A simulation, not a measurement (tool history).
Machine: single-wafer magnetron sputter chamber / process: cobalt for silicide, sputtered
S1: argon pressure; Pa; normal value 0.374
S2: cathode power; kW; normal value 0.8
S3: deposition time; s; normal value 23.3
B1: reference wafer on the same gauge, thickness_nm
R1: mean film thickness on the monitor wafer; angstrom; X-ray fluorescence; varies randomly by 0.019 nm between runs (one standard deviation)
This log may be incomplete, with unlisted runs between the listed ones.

run    hour     S1    S2    S3     B1      R1
  1       0  0.492  0.95  23.3  8.061   105.1
  2    43.6  0.492  0.95  23.3  8.055   105.1
  3    84.8  0.374   0.8  23.3  8.059   92.98
  4   139.6  0.374   0.8  23.3  8.059   93.39
  5   177.2  0.374   0.8  23.3  8.055   93.13
      201.7  -- sputter target and shields replaced
  6   230.7  0.374   0.8  23.3  8.053   92.78
  7   279.5  0.374   0.8  23.3   8.06    92.6
  8   340.5  0.374   0.8  25.3  8.055  100.73
  9   378.7  0.374   0.8  25.3  8.057  100.72
 10   409.3  0.374   0.8  25.3  8.062  100.22
      419.3  -- capacitance manometer re-zeroed and calibrated
 11   453.4  0.374   0.8  23.3  8.061   91.33
 12   517.4  0.449   0.9  23.3  8.061   99.68
 13   587.8  0.241   0.8  20.5  8.059   86.05
      625.8  -- sputter target and shields replaced
 14     646  0.523  0.95  20.1  8.055   86.78
 15   686.9  0.374     1  21.8  8.064  106.91
 16   718.6   0.44  0.65  25.9   8.06   79.96
 17   759.4  0.374   0.8  23.3  8.066   91.52
      809.9  -- capacitance manometer re-zeroed and calibrated, repeated, since the last time left the tool worse
 18   830.7  0.499  0.95  25.3  8.064  115.77
 19   892.5  0.374   0.9  27.7   8.06  125.76
      904.1  -- gauge calibrated
 20   961.8   0.23  0.95  23.3  8.055  119.01
 21  1014.1  0.374   0.8  23.3  8.062   94.66
     1033.7  -- sputter target and shields replaced
 22  1049.6  0.501   0.8  21.1  8.063   81.32
 23  1081.4  0.464  0.65  26.8  8.062   85.06
     1126.6  -- magnet pack replaced
 24  1127.1  0.374   0.8  23.3  8.058   94.21
 25  1156.3  0.374   0.8  23.3  8.067   94.21
 26  1193.9   0.44  0.65  25.9  8.065   83.07
 27  1230.9  0.374   0.8  23.3  8.064   93.94
 28  1260.1  0.374   0.8  23.3  8.059   94.05
 29  1309.8  0.374  0.65  23.3  8.058   76.53
 30  1345.1   0.47   0.8  24.9  8.062   96.55
 31  1369.6  0.452  0.95  21.9  8.056  101.82
 32  1421.5  0.374   0.8  23.3  8.055   93.93
     1480.2  -- sputter target and shields replaced
 33  1480.7  0.249  0.95  26.9  8.058  135.65
 34  1525.9  0.374   0.8  23.3  8.064   94.24
 35  1580.7  0.302   0.8  23.3  8.063   96.89

4 options for the next run, each taken on its own from the tool as it stands now. Forecast them:
  A  1581.1  0.272   0.8  23.3   ?   ?
  B  1581.1  0.471  0.75  23.3   ?   ?
  C  1581.1  0.517   0.8  27.6   ?   ?
  D  1581.1  0.374   0.8  26.9   ?   ?

run     B1      R1
  A  8.062   98.17
  B  8.062   84.82
  C  8.062   105.2
  D  8.062  108.66
What these runs would have given with no unlogged condition in the tool:
run      R1
  A   98.32
  B   85.07
  C  105.55
  D  108.91
